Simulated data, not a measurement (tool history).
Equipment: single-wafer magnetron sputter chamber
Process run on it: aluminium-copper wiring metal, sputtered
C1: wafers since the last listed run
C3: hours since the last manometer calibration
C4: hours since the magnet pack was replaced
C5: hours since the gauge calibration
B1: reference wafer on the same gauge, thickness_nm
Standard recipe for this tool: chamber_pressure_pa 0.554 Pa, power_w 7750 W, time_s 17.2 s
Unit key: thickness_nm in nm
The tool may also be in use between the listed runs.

run 1 hour=0.0 | chamber_pressure_pa=0.554 power_w=7750 time_s=17.2 | C1=0 wafers_on_the_sputter_target=1590 C3=2435.6 C4=5473.8 C5=207.6 | B1=239.901 | thickness_nm=231.917
run 2 hour=70.3 | chamber_pressure_pa=0.554 power_w=7750 time_s=17.2 | C1=2103 wafers_on_the_sputter_target=3694 C3=2505.9 C4=5544.1 C5=277.9 | B1=239.912 | thickness_nm=234.665
run 3 hour=100.1 | chamber_pressure_pa=0.644 power_w=7750 time_s=17.2 | C1=891 wafers_on_the_sputter_target=4586 C3=2535.7 C4=5573.9 C5=307.7 | B1=240.449 | thickness_nm=218.185
run 4 hour=165.3 | chamber_pressure_pa=0.644 power_w=7750 time_s=17.2 | C1=1951 wafers_on_the_sputter_target=6537 C3=2600.9 C4=5639.1 C5=372.9 | B1=240.457 | thickness_nm=219.606
-- hour=192.0 sputter target and shields replaced
run 5 hour=213.8 | chamber_pressure_pa=0.644 power_w=7750 time_s=17.2 | C1=1211 wafers_on_the_sputter_target=652 C3=2649.4 C4=5687.6 C5=421.4 | B1=239.940 | thickness_nm=220.402
run 6 hour=277.0 | chamber_pressure_pa=0.554 power_w=6550 time_s=17.2 | C1=1891 wafers_on_the_sputter_target=2543 C3=2712.6 C4=5750.8 C5=484.6 | B1=239.882 | thickness_nm=196.963
run 7 hour=319.2 | chamber_pressure_pa=0.554 power_w=6550 time_s=17.2 | C1=1262 wafers_on_the_sputter_target=3806 C3=2754.8 C4=5793.0 C5=526.8 | B1=240.319 | thickness_nm=196.700
run 8 hour=381.1 | chamber_pressure_pa=0.554 power_w=8600 time_s=17.2 | C1=1852 wafers_on_the_sputter_target=5658 C3=2816.7 C4=5854.9 C5=588.7 | B1=239.869 | thickness_nm=259.627
-- hour=409.5 magnet pack replaced, of another model than before
run 9 hour=416.1 | chamber_pressure_pa=0.554 power_w=8600 time_s=17.2 | C1=807 wafers_on_the_sputter_target=6466 C3=2851.7 C4=6.6 C5=623.7 | B1=240.111 | thickness_nm=257.004
-- hour=429.0 sputter target and shields replaced
run 10 hour=482.5 | chamber_pressure_pa=0.554 power_w=8600 time_s=17.2 | C1=1747 wafers_on_the_sputter_target=1602 C3=2918.1 C4=73.0 C5=690.1 | B1=239.693 | thickness_nm=256.047
run 11 hour=513.3 | chamber_pressure_pa=0.446 power_w=7750 time_s=17.2 | C1=921 wafers_on_the_sputter_target=2524 C3=2948.9 C4=103.8 C5=720.9 | B1=239.725 | thickness_nm=244.909
-- hour=541.2 capacitance manometer re-zeroed and calibrated
run 12 hour=549.8 | chamber_pressure_pa=0.446 power_w=7750 time_s=17.2 | C1=852 wafers_on_the_sputter_target=3376 C3=8.6 C4=140.3 C5=757.4 | B1=239.980 | thickness_nm=234.339
run 13 hour=615.6 | chamber_pressure_pa=0.554 power_w=7750 time_s=17.2 | C1=1969 wafers_on_the_sputter_target=5345 C3=74.4 C4=206.1 C5=823.2 | B1=239.937 | thickness_nm=218.181
-- hour=647.6 sputter target and shields replaced
-- hour=668.1 gauge calibrated
run 14 hour=677.9 | chamber_pressure_pa=0.554 power_w=6600 time_s=16.3 | C1=1624 wafers_on_the_sputter_target=907 C3=136.7 C4=268.4 C5=9.8 | B1=239.616 | thickness_nm=177.687
run 15 hour=731.9 | chamber_pressure_pa=0.554 power_w=7750 time_s=17.2 | C1=1615 wafers_on_the_sputter_target=2523 C3=190.7 C4=322.4 C5=63.8 | B1=239.613 | thickness_nm=218.675
run 16 hour=764.0 | chamber_pressure_pa=0.416 power_w=7750 time_s=20.3 | C1=960 wafers_on_the_sputter_target=3483 C3=222.8 C4=354.5 C5=95.9 | B1=240.096 | thickness_nm=285.550
run 17 hour=794.3 | chamber_pressure_pa=0.644 power_w=7750 time_s=17.2 | C1=906 wafers_on_the_sputter_target=4390 C3=253.1 C4=384.8 C5=126.2 | B1=240.322 | thickness_nm=208.137
run 18 hour=838.1 | chamber_pressure_pa=0.554 power_w=8300 time_s=13.8 | C1=1310 wafers_on_the_sputter_target=5701 C3=296.9 C4=428.6 C5=170.0 | B1=240.140 | thickness_nm=189.051
-- hour=897.7 sputter target and shields replaced
run 19 hour=898.2 | chamber_pressure_pa=0.554 power_w=7750 time_s=19.3 | C1=1559 wafers_on_the_sputter_target=13 C3=357.0 C4=488.7 C5=230.1 | B1=239.896 | thickness_nm=247.719
run 20 hour=950.4 | chamber_pressure_pa=0.423 power_w=7750 time_s=15.3 | C1=1562 wafers_on_the_sputter_target=1575 C3=409.2 C4=540.9 C5=282.3 | B1=240.149 | thickness_nm=215.010
run 21 hour=1019.9 | chamber_pressure_pa=0.424 power_w=7750 time_s=15.6 | C1=2079 wafers_on_the_sputter_target=3655 C3=478.7 C4=610.4 C5=351.8 | B1=240.103 | thickness_nm=218.316
run 22 hour=1053.9 | chamber_pressure_pa=0.447 power_w=9250 time_s=14.5 | C1=1017 wafers_on_the_sputter_target=4672 C3=512.7 C4=644.4 C5=385.8 | B1=239.768 | thickness_nm=239.060
run 23 hour=1090.4 | chamber_pressure_pa=0.434 power_w=6750 time_s=15.1 | C1=1092 wafers_on_the_sputter_target=5765 C3=549.2 C4=680.9 C5=422.3 | B1=239.833 | thickness_nm=182.153
-- hour=1152.9 sputter target and shields replaced
run 24 hour=1153.4 | chamber_pressure_pa=0.715 power_w=6400 time_s=17.2 | C1=1645 wafers_on_the_sputter_target=14 C3=612.2 C4=743.9 C5=485.3 | B1=239.528 | thickness_nm=163.742
run 25 hour=1202.0 | chamber_pressure_pa=0.702 power_w=7150 time_s=14.7 | C1=1454 wafers_on_the_sputter_target=1469 C3=660.8 C4=792.5 C5=533.9 | B1=240.053 | thickness_nm=158.631
run 26 hour=1253.1 | chamber_pressure_pa=0.628 power_w=7200 time_s=14.4 | C1=1529 wafers_on_the_sputter_target=2998 C3=711.9 C4=843.6 C5=585.0 | B1=240.029 | thickness_nm=164.431
run 27 hour=1277.5 | chamber_pressure_pa=0.554 power_w=7750 time_s=17.2 | C1=730 wafers_on_the_sputter_target=3728 C3=736.3 C4=868.0 C5=609.4 | B1=239.498 | thickness_nm=219.394

Each row is a separate what-if for the run after 27, all from the same tool condition, not one after another. Results?
run A hour=1277.9 | chamber_pressure_pa=0.554 power_w=7750 time_s=17.2 | C1=11 wafers_on_the_sputter_target=3740 C3=736.7 C4=868.4 C5=609.8 | B1=? | thickness_nm=?
run B hour=1277.9 | chamber_pressure_pa=0.554 power_w=6150 time_s=16.2 | C1=11 wafers_on_the_sputter_target=3740 C3=736.7 C4=868.4 C5=609.8 | B1=? | thickness_nm=?
run C hour=1277.9 | chamber_pressure_pa=0.554 power_w=8500 time_s=15.9 | C1=11 wafers_on_the_sputter_target=3740 C3=736.7 C4=868.4 C5=609.8 | B1=? | thickness_nm=?
run D hour=1277.9 | chamber_pressure_pa=0.432 power_w=7750 time_s=15.4 | C1=11 wafers_on_the_sputter_target=3740 C3=736.7 C4=868.4 C5=609.8 | B1=? | thickness_nm=?
run E hour=1277.9 | chamber_pressure_pa=0.554 power_w=7750 time_s=19.5 | C1=11 wafers_on_the_sputter_target=3740 C3=736.7 C4=868.4 C5=609.8 | B1=? | thickness_nm=?

run=A B1=239.821 thickness_nm=221.396
run=B B1=239.821 thickness_nm=165.474
run=C B1=239.821 thickness_nm=224.468
run=D B1=239.821 thickness_nm=214.766
run=E B1=239.821 thickness_nm=251.001
Without the tool's hidden state the same runs would have given:
run=A thickness_nm=218.815
run=B thickness_nm=163.545
run=C thickness_nm=221.852
run=D thickness_nm=212.933
run=E thickness_nm=248.075

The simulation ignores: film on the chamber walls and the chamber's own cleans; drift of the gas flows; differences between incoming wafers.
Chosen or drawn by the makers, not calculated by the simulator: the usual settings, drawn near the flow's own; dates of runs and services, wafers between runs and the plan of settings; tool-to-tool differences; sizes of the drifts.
